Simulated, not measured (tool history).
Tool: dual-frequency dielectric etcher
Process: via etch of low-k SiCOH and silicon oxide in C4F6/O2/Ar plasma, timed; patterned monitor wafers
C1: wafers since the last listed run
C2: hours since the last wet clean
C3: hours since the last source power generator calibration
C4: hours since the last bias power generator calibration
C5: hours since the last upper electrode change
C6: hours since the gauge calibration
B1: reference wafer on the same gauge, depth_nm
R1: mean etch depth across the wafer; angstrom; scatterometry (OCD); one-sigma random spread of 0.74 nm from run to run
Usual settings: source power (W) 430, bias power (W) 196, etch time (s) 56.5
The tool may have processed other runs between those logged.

run 1 hour=0 | source_power_(W)=430 bias_power_(W)=183 etch_time_(s)=56.5 | C1=0 C2=342.1 C3=4767.3 C4=2393.4 C5=4812.9 C6=73.6 | B1=137.2 | R1=1576
run 2 hour=8 | source_power_(W)=430 bias_power_(W)=183 etch_time_(s)=56.5 | C1=120 C2=350.1 C3=4775.3 C4=2401.4 C5=4820.9 C6=81.6 | B1=137.1 | R1=1590
run 3 hour=14.5 | source_power_(W)=430 bias_power_(W)=196 etch_time_(s)=56.5 | C1=97 C2=356.6 C3=4781.8 C4=2407.9 C5=4827.4 C6=88.1 | B1=136.6 | R1=1604
run 4 hour=22.4 | source_power_(W)=430 bias_power_(W)=196 etch_time_(s)=56.5 | C1=119 C2=364.5 C3=4789.7 C4=2415.8 C5=4835.3 C6=96 | B1=137.3 | R1=1615
run 5 hour=33.1 | source_power_(W)=430 bias_power_(W)=196 etch_time_(s)=56.5 | C1=161 C2=375.2 C3=4800.4 C4=2426.5 C5=4846 C6=106.7 | B1=137.1 | R1=1624
run 6 hour=42.5 | source_power_(W)=430 bias_power_(W)=208 etch_time_(s)=56.5 | C1=141 C2=384.6 C3=4809.8 C4=2435.9 C5=4855.4 C6=116.1 | B1=136.8 | R1=1667
run 7 hour=50.3 | source_power_(W)=430 bias_power_(W)=208 etch_time_(s)=56.5 | C1=117 C2=392.4 C3=4817.6 C4=2443.7 C5=4863.2 C6=123.9 | B1=136.9 | R1=1648
-- hour=62.9 source power generator calibrated
run 8 hour=68.2 | source_power_(W)=540 bias_power_(W)=158 etch_time_(s)=47.5 | C1=209 C2=410.3 C3=5.3 C4=2461.6 C5=4881.1 C6=141.8 | B1=136.9 | R1=1340
run 9 hour=84.3 | source_power_(W)=430 bias_power_(W)=196 etch_time_(s)=56.5 | C1=242 C2=426.4 C3=21.4 C4=2477.7 C5=4897.2 C6=157.9 | B1=136.7 | R1=1605
-- hour=117 upper electrode replaced
run 10 hour=117.5 | source_power_(W)=430 bias_power_(W)=208 etch_time_(s)=56.5 | C1=138 C2=459.6 C3=54.6 C4=2510.9 C5=0.5 C6=191.1 | B1=137.2 | R1=1638
run 11 hour=117.9 | source_power_(W)=430 bias_power_(W)=180 etch_time_(s)=56.5 | C1=6 C2=460 C3=55 C4=2511.3 C5=0.9 C6=191.5 | B1=137.1 | R1=1568
-- hour=121.4 gauge calibrated
run 12 hour=123.8 | source_power_(W)=510 bias_power_(W)=196 etch_time_(s)=72 | C1=88 C2=465.9 C3=60.9 C4=2517.2 C5=6.8 C6=2.4 | B1=136.7 | R1=2145
-- hour=137.6 bias power generator calibrated
-- hour=148.9 wet clean of the chamber
run 13 hour=149.4 | source_power_(W)=340 bias_power_(W)=196 etch_time_(s)=56.5 | C1=154 C2=0.5 C3=86.5 C4=11.8 C5=32.4 C6=28 | B1=136.9 | R1=1554
run 14 hour=176.7 | source_power_(W)=430 bias_power_(W)=196 etch_time_(s)=49.5 | C1=411 C2=27.8 C3=113.8 C4=39.1 C5=59.7 C6=55.3 | B1=137 | R1=1419
run 15 hour=189.6 | source_power_(W)=430 bias_power_(W)=196 etch_time_(s)=56.5 | C1=194 C2=40.7 C3=126.7 C4=52 C5=72.6 C6=68.2 | B1=137.1 | R1=1611

How the hidden state differs across the entries between the runs, from the last listed run before each to the first after it:
Logged between run 7 and run 8: source power generator calibrated (hour 62.9)
  no difference in the tool's unlogged condition between these two runs
Logged between run 9 and run 10: upper electrode replaced (hour 117)
  no difference in the tool's unlogged condition between these two runs
Logged between run 11 and run 12: gauge calibrated (hour 121.4)
  no difference in the tool's unlogged condition between these two runs
Logged between run 12 and run 13: bias power generator calibrated (hour 137.6); wet clean of the chamber (hour 148.9)
  no difference in the tool's unlogged condition between these two runs
